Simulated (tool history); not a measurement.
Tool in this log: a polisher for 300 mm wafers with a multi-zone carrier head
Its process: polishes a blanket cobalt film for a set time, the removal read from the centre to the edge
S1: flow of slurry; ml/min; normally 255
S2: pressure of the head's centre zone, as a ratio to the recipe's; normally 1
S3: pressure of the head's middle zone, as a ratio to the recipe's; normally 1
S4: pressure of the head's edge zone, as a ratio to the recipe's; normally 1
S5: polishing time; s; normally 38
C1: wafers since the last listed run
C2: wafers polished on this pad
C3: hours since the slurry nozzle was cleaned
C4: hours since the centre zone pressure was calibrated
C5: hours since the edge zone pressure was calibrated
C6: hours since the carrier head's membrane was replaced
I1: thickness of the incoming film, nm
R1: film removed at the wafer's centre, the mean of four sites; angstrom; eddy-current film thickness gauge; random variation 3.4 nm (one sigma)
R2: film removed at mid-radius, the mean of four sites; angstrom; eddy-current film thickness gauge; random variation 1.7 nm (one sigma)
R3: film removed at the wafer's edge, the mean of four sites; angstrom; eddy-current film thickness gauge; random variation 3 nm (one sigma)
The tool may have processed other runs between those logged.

run 1 day=0 | S1=255 S2=1 S3=1 S4=1 S5=38 | C1=0 C2=1991 C3=168.6 C4=83.9 C5=203.6 C6=148.7 | I1=1164.2 | R1=2315 R2=2304 R3=2285
run 2 day=1.075 | S1=255 S2=1 S3=1 S4=1 S5=38 | C1=395 C2=2386 C3=194.4 C4=109.7 C5=229.4 C6=174.5 | I1=1163 | R1=2350 R2=2318 R3=2311
-- day=1.825 worn pad replaced by a new one
run 3 day=2.142 | S1=255 S2=0.89 S3=1.08 S4=0.91 S5=38 | C1=331 C2=117 C3=220 C4=135.3 C5=255 C6=200.1 | I1=1176.4 | R1=2113 R2=2468 R3=2141
run 4 day=2.892 | S1=255 S2=0.91 S3=1 S4=0.93 S5=27 | C1=275 C2=392 C3=238 C4=153.3 C5=273 C6=218.1 | I1=1179.6 | R1=1502 R2=1629 R3=1594
run 5 day=3.804 | S1=255 S2=1 S3=1 S4=1 S5=38 | C1=335 C2=728 C3=259.9 C4=175.2 C5=294.9 C6=240 | I1=1169 | R1=2323 R2=2361 R3=2294
run 6 day=4.525 | S1=255 S2=0.9 S3=1.11 S4=1 S5=27 | C1=265 C2=993 C3=277.2 C4=192.5 C5=312.2 C6=257.3 | I1=1161 | R1=1566 R2=1788 R3=1596
run 7 day=5.862 | S1=255 S2=1 S3=1 S4=1 S5=38 | C1=491 C2=1485 C3=309.3 C4=224.6 C5=344.3 C6=289.4 | I1=1155.8 | R1=2342 R2=2314 R3=2256
run 8 day=7.3 | S1=170 S2=1 S3=1 S4=1 S5=28 | C1=528 C2=2014 C3=343.8 C4=259.1 C5=378.8 C6=323.9 | I1=1191.2 | R1=1649 R2=1613 R3=1624
run 9 day=7.996 | S1=255 S2=1 S3=1 S4=1 S5=38 | C1=255 C2=2270 C3=360.5 C4=275.8 C5=395.5 C6=340.6 | I1=1179.3 | R1=2237 R2=2314 R3=2322
run 10 day=9.046 | S1=255 S2=1 S3=1 S4=1 S5=38 | C1=386 C2=2656 C3=385.7 C4=301 C5=420.7 C6=365.8 | I1=1167.7 | R1=2327 R2=2339 R3=2283
-- day=9.271 worn pad replaced by a new one
run 11 day=10.112 | S1=200 S2=0.94 S3=0.94 S4=1 S5=26 | C1=331 C2=309 C3=411.3 C4=326.6 C5=446.3 C6=391.4 | I1=1159.2 | R1=1468 R2=1488 R3=1520
-- day=11.171 centre zone pressure recalibrated
run 12 day=11.571 | S1=255 S2=1 S3=1 S4=1.03 S5=38 | C1=505 C2=814 C3=446.3 C4=9.6 C5=481.3 C6=426.4 | I1=1167.5 | R1=2298 R2=2316 R3=2342
-- day=11.725 edge zone pressure recalibrated
run 13 day=12.658 | S1=255 S2=1 S3=1 S4=1 S5=38 | C1=369 C2=1184 C3=472.4 C4=35.7 C5=22.4 C6=452.5 | I1=1149.4 | R1=2317 R2=2298 R3=2306
run 14 day=13.638 | S1=185 S2=1 S3=1 S4=1 S5=38 | C1=360 C2=1544 C3=495.9 C4=59.2 C5=45.9 C6=476 | I1=1186.2 | R1=2192 R2=2248 R3=2182
-- day=14.196 slurry nozzle cleaned
run 15 day=14.375 | S1=255 S2=1 S3=1 S4=1 S5=33 | C1=255 C2=1800 C3=4.3 C4=76.9 C5=63.6 C6=493.7 | I1=1150.8 | R1=2053 R2=2021 R3=2005
run 16 day=15.05 | S1=255 S2=0.89 S3=1.08 S4=0.91 S5=38 | C1=248 C2=2048 C3=20.5 C4=93.1 C5=79.8 C6=509.9 | I1=1177.8 | R1=2070 R2=2449 R3=2147
run 17 day=15.575 | S1=255 S2=1 S3=1 S4=1 S5=38 | C1=193 C2=2241 C3=33.1 C4=105.7 C5=92.4 C6=522.5 | I1=1182.2 | R1=2306 R2=2307 R3=2297
run 18 day=17.012 | S1=340 S2=1 S3=1 S4=1 S5=38 | C1=528 C2=2770 C3=67.6 C4=140.2 C5=126.9 C6=557 | I1=1182.3 | R1=2352 R2=2370 R3=2326
-- day=17.404 worn pad replaced by a new one
run 19 day=17.538 | S1=285 S2=1 S3=1 S4=1 S5=38 | C1=131 C2=49 C3=80.2 C4=152.8 C5=139.5 C6=569.6 | I1=1173.8 | R1=2297 R2=2333 R3=2253
run 20 day=18.742 | S1=340 S2=1 S3=0.96 S4=1.06 S5=38 | C1=442 C2=492 C3=109.1 C4=181.7 C5=168.4 C6=598.5 | I1=1191.6 | R1=2427 R2=2324 R3=2436
run 21 day=19.483 | S1=310 S2=1.11 S3=1 S4=0.96 S5=38 | C1=272 C2=765 C3=126.9 C4=199.5 C5=186.2 C6=616.3 | I1=1185.7 | R1=2536 R2=2367 R3=2265
run 22 day=20.475 | S1=255 S2=1 S3=1.11 S4=1 S5=38 | C1=364 C2=1129 C3=150.7 C4=223.3 C5=210 C6=640.1 | I1=1163.1 | R1=2322 R2=2503 R3=2241
run 23 day=21.396 | S1=255 S2=0.94 S3=0.93 S4=1 S5=29 | C1=338 C2=1468 C3=172.8 C4=245.4 C5=232.1 C6=662.2 | I1=1166.9 | R1=1700 R2=1657 R3=1780

Take each entry between the runs: how does the hidden state at the last listed run before it differ from the hidden state at the first listed run after it?
Logged between run 2 and run 3: worn pad replaced by a new one (day 1.825)
  no hidden state differs between the two runs
Logged between run 10 and run 11: worn pad replaced by a new one (day 9.271)
  no hidden state differs between the two runs
Logged between run 11 and run 12: centre zone pressure recalibrated (day 11.171)
  no hidden state differs between the two runs
Logged between run 12 and run 13: edge zone pressure recalibrated (day 11.725)
  no hidden state differs between the two runs
Logged between run 14 and run 15: slurry nozzle cleaned (day 14.196)
  no hidden state differs between the two runs
Logged between run 18 and run 19: worn pad replaced by a new one (day 17.404)
  no hidden state differs between the two runs

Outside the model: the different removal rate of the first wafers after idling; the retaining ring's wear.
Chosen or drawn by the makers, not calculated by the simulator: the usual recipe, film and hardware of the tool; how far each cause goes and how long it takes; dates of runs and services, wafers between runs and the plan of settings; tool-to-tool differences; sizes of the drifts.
